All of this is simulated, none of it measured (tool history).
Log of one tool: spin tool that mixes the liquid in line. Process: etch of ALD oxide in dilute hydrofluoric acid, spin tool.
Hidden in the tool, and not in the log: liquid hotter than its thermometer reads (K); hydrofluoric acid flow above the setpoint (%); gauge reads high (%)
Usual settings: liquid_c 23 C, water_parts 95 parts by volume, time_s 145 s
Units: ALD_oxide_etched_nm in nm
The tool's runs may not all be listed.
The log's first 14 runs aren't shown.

| run | day | liquid_c | water_parts | time_s | wafers since the last listed run | hours since the thermometer was replaced | hours since the hydrofluoric acid flow meter was replaced | hours since the gauge calibration | read-back film thickness of the ALD oxide reference wafer, read on the same gauge (nm) | ALD_oxide_etched_nm |
|---|---|---|---|---|---|---|---|---|---|---|
|  | 27.075 | hydrofluoric acid flow meter replaced |
| 15 | 28.3 | 23 | 95 | 195 | 587 | 234.3 | 29.4 | 1237.9 | 109.99 | 59.58 |
| 16 | 30.512 | 23 | 95 | 145 | 464 | 287.4 | 82.5 | 1291 | 110.02 | 44.54 |
| 17 | 31.888 | 20.5 | 140 | 185 | 288 | 320.4 | 115.5 | 1324 | 110 | 33.31 |
| 18 | 34.692 | 23 | 95 | 195 | 588 | 387.7 | 182.8 | 1391.3 | 110 | 60.72 |
| 19 | 36.671 | 18.5 | 120 | 230 | 415 | 435.2 | 230.3 | 1438.8 | 110.02 | 45.56 |
| 20 | 39.654 | 23 | 110 | 145 | 625 | 506.8 | 301.9 | 1510.4 | 109.97 | 38.36 |
| 21 | 40.717 | 23 | 95 | 225 | 222 | 532.3 | 327.4 | 1535.9 | 110.02 | 70.26 |
| 22 | 41.946 | 23 | 95 | 145 | 257 | 561.8 | 356.9 | 1565.4 | 110.03 | 45.03 |
| 23 | 44.1 | 23 | 135 | 210 | 451 | 613.5 | 408.6 | 1617.1 | 110.01 | 43.7 |
| 24 | 45.671 | 23 | 50 | 90 | 329 | 651.2 | 446.3 | 1654.8 | 110.01 | 56.36 |
| 25 | 47.167 | 23 | 95 | 145 | 313 | 687.1 | 482.2 | 1690.7 | 110.01 | 45.42 |
| 26 | 48.758 | 23 | 115 | 145 | 333 | 725.3 | 520.4 | 1728.9 | 109.99 | 36.24 |
|  | 50.162 | gauge calibrated |
| 27 | 50.2 | 23 | 95 | 145 | 302 | 759.9 | 555 | 0.9 | 109.99 | 45.62 |
| 28 | 51.662 | 20 | 125 | 145 | 306 | 795 | 590.1 | 36 | 110.01 | 29.68 |
| 29 | 53.583 | 27 | 125 | 145 | 402 | 841.1 | 636.2 | 82.1 | 110.01 | 38.77 |
| 30 | 56.333 | 23 | 95 | 145 | 576 | 907.1 | 702.2 | 148.1 | 109.98 | 46.36 |
| 31 | 58.104 | 23 | 95 | 145 | 371 | 949.6 | 744.7 | 190.6 | 110 | 46.14 |
| 32 | 60.704 | 19.5 | 110 | 60 | 545 | 1012 | 807.1 | 253 | 110.04 | 13.94 |
|  | 61.288 | thermometer replaced |
| 33 | 63.229 | 23 | 95 | 145 | 520 | 46.6 | 867.7 | 313.6 | 109.98 | 44.21 |
| 34 | 65.208 | 19.5 | 95 | 220 | 415 | 94.1 | 915.2 | 361.1 | 110.02 | 58.55 |
| 35 | 66.412 | 26 | 55 | 125 | 252 | 123 | 944.1 | 390 | 110 | 78.53 |

Forecast each of these 3 alternatives for the next run:
| A | 66.433 | 23 | 130 | 145 | 4 | 123.5 | 944.6 | 390.5 | ? | ? |
| B | 66.433 | 23 | 50 | 145 | 4 | 123.5 | 944.6 | 390.5 | ? | ? |
| C | 66.433 | 23 | 50 | 80 | 4 | 123.5 | 944.6 | 390.5 | ? | ? |

| run | read-back film thickness of the ALD oxide reference wafer, read on the same gauge (nm) | ALD_oxide_etched_nm |
|---|---|---|
| A | 109.95 | 30.91 |
| B | 109.95 | 88.65 |
| C | 109.95 | 48.91 |
Without the tool's hidden state the same runs would have given:
| run | ALD_oxide_etched_nm |
|---|---|
| A | 30.57 |
| B | 87.63 |
| C | 48.35 |

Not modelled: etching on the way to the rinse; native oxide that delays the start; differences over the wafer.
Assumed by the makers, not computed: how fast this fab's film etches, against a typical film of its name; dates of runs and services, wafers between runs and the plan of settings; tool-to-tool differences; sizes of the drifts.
